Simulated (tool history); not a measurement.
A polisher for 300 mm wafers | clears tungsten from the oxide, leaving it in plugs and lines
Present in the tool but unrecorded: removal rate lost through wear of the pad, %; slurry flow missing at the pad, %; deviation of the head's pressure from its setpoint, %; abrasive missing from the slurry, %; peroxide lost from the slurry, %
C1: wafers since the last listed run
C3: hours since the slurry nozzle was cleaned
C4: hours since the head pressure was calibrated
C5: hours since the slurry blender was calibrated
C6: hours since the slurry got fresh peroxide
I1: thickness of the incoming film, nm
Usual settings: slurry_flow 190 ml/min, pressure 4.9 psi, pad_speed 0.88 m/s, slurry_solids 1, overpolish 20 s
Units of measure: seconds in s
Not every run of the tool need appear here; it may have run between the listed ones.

run 1 hour=0 | slurry_flow=190 pressure=4.9 pad_speed=0.88 slurry_solids=1 overpolish=20 | C1=0 wafers_polished_on_this_pad=41 C3=480.6 C4=740.8 C5=157.1 C6=1.2 | I1=406.1 | seconds=76.9
-- hour=10.5 slurry blender recalibrated
run 2 hour=14 | slurry_flow=190 pressure=4.9 pad_speed=0.88 slurry_solids=1 overpolish=20 | C1=94 wafers_polished_on_this_pad=135 C3=494.6 C4=754.8 C5=3.5 C6=15.2 | I1=404.3 | seconds=78.2
run 3 hour=26.1 | slurry_flow=190 pressure=4.9 pad_speed=0.88 slurry_solids=1 overpolish=20 | C1=94 wafers_polished_on_this_pad=230 C3=506.7 C4=766.9 C5=15.6 C6=27.3 | I1=398.8 | seconds=78.3
run 4 hour=52.8 | slurry_flow=190 pressure=4.9 pad_speed=0.88 slurry_solids=1 overpolish=20 | C1=209 wafers_polished_on_this_pad=439 C3=533.4 C4=793.6 C5=42.3 C6=54 | I1=399.2 | seconds=83.4
-- hour=68.2 worn pad replaced by a new one
run 5 hour=81 | slurry_flow=190 pressure=4.9 pad_speed=0.88 slurry_solids=1 overpolish=20 | C1=189 wafers_polished_on_this_pad=100 C3=561.6 C4=821.8 C5=70.5 C6=82.2 | I1=396.5 | seconds=83.2
run 6 hour=98.9 | slurry_flow=190 pressure=4.9 pad_speed=0.88 slurry_solids=1 overpolish=20 | C1=140 wafers_polished_on_this_pad=240 C3=579.5 C4=839.7 C5=88.4 C6=100.1 | I1=407.2 | seconds=89.7
run 7 hour=131.9 | slurry_flow=190 pressure=4.9 pad_speed=0.88 slurry_solids=1 overpolish=20 | C1=258 wafers_polished_on_this_pad=499 C3=612.5 C4=872.7 C5=121.4 C6=133.1 | I1=398.5 | seconds=87.2
-- hour=148.4 worn pad replaced by a new one, of another model than before
-- hour=154.8 slurry tank refilled with fresh slurry and peroxide
run 8 hour=162.6 | slurry_flow=190 pressure=4.9 pad_speed=0.88 slurry_solids=1 overpolish=20 | C1=201 wafers_polished_on_this_pad=103 C3=643.2 C4=903.4 C5=152.1 C6=7.8 | I1=399.1 | seconds=74.3
run 9 hour=179.9 | slurry_flow=130 pressure=4.4 pad_speed=0.88 slurry_solids=1 overpolish=20 | C1=135 wafers_polished_on_this_pad=238 C3=660.5 C4=920.7 C5=169.4 C6=25.1 | I1=393.9 | seconds=86.3
-- hour=201.2 slurry blender recalibrated
run 10 hour=201.7 | slurry_flow=125 pressure=4.2 pad_speed=0.88 slurry_solids=0.9 overpolish=28 | C1=155 wafers_polished_on_this_pad=394 C3=682.3 C4=942.5 C5=0.5 C6=46.9 | I1=399.3 | seconds=96.2
-- hour=221.7 slurry nozzle cleaned
-- hour=227.2 worn pad replaced by a new one
run 11 hour=234.1 | slurry_flow=190 pressure=4.9 pad_speed=0.76 slurry_solids=0.9 overpolish=20 | C1=214 wafers_polished_on_this_pad=53 C3=12.4 C4=974.9 C5=32.9 C6=79.3 | I1=404.5 | seconds=94.6
run 12 hour=258.5 | slurry_flow=190 pressure=4.9 pad_speed=0.88 slurry_solids=1 overpolish=20 | C1=191 wafers_polished_on_this_pad=245 C3=36.8 C4=999.3 C5=57.3 C6=103.7 | I1=406.4 | seconds=88.4
run 13 hour=274.1 | slurry_flow=190 pressure=4.9 pad_speed=1.1 slurry_solids=1.25 overpolish=30 | C1=122 wafers_polished_on_this_pad=367 C3=52.4 C4=1014.9 C5=72.9 C6=119.3 | I1=403.7 | seconds=73.4
-- hour=293.9 slurry tank refilled with fresh slurry and peroxide
-- hour=304.4 head pressure recalibrated
-- hour=305.8 worn pad replaced by a new one
run 14 hour=335.1 | slurry_flow=190 pressure=4.9 pad_speed=1.1 slurry_solids=1.3 overpolish=20 | C1=444 wafers_polished_on_this_pad=230 C3=113.4 C4=30.7 C5=133.9 C6=41.2 | I1=401.7 | seconds=65.4
run 15 hour=353.8 | slurry_flow=235 pressure=4.9 pad_speed=0.88 slurry_solids=1 overpolish=9 | C1=146 wafers_polished_on_this_pad=376 C3=132.1 C4=49.4 C5=152.6 C6=59.9 | I1=400.7 | seconds=79.2
-- hour=381.2 worn pad replaced by a new one
run 16 hour=388.1 | slurry_flow=190 pressure=4.9 pad_speed=1.1 slurry_solids=1 overpolish=20 | C1=237 wafers_polished_on_this_pad=54 C3=166.4 C4=83.7 C5=186.9 C6=94.2 | I1=402.3 | seconds=73.8

4 options for the next run, each taken on its own from the tool as it stands now. Forecast them:
run A hour=388.5 | slurry_flow=190 pressure=4.9 pad_speed=0.88 slurry_solids=1 overpolish=20 | C1=3 wafers_polished_on_this_pad=57 C3=166.8 C4=84.1 C5=187.3 C6=94.6 | I1=396.5 | seconds=?
run B hour=388.5 | slurry_flow=140 pressure=5.8 pad_speed=0.88 slurry_solids=1 overpolish=13 | C1=3 wafers_polished_on_this_pad=57 C3=166.8 C4=84.1 C5=187.3 C6=94.6 | I1=396.5 | seconds=?
run C hour=388.5 | slurry_flow=245 pressure=3.5 pad_speed=0.88 slurry_solids=1 overpolish=20 | C1=3 wafers_polished_on_this_pad=57 C3=166.8 C4=84.1 C5=187.3 C6=94.6 | I1=396.5 | seconds=?
run D hour=388.5 | slurry_flow=125 pressure=5.4 pad_speed=0.88 slurry_solids=0.75 overpolish=8 | C1=3 wafers_polished_on_this_pad=57 C3=166.8 C4=84.1 C5=187.3 C6=94.6 | I1=396.5 | seconds=?

run=A seconds=85
run=B seconds=78.9
run=C seconds=100.5
run=D seconds=88.6
Stripped of hidden state, with their random variation kept, the same runs would have yielded:
run=A seconds=73.4
run=B seconds=68.1
run=C seconds=86.8
run=D seconds=76.5
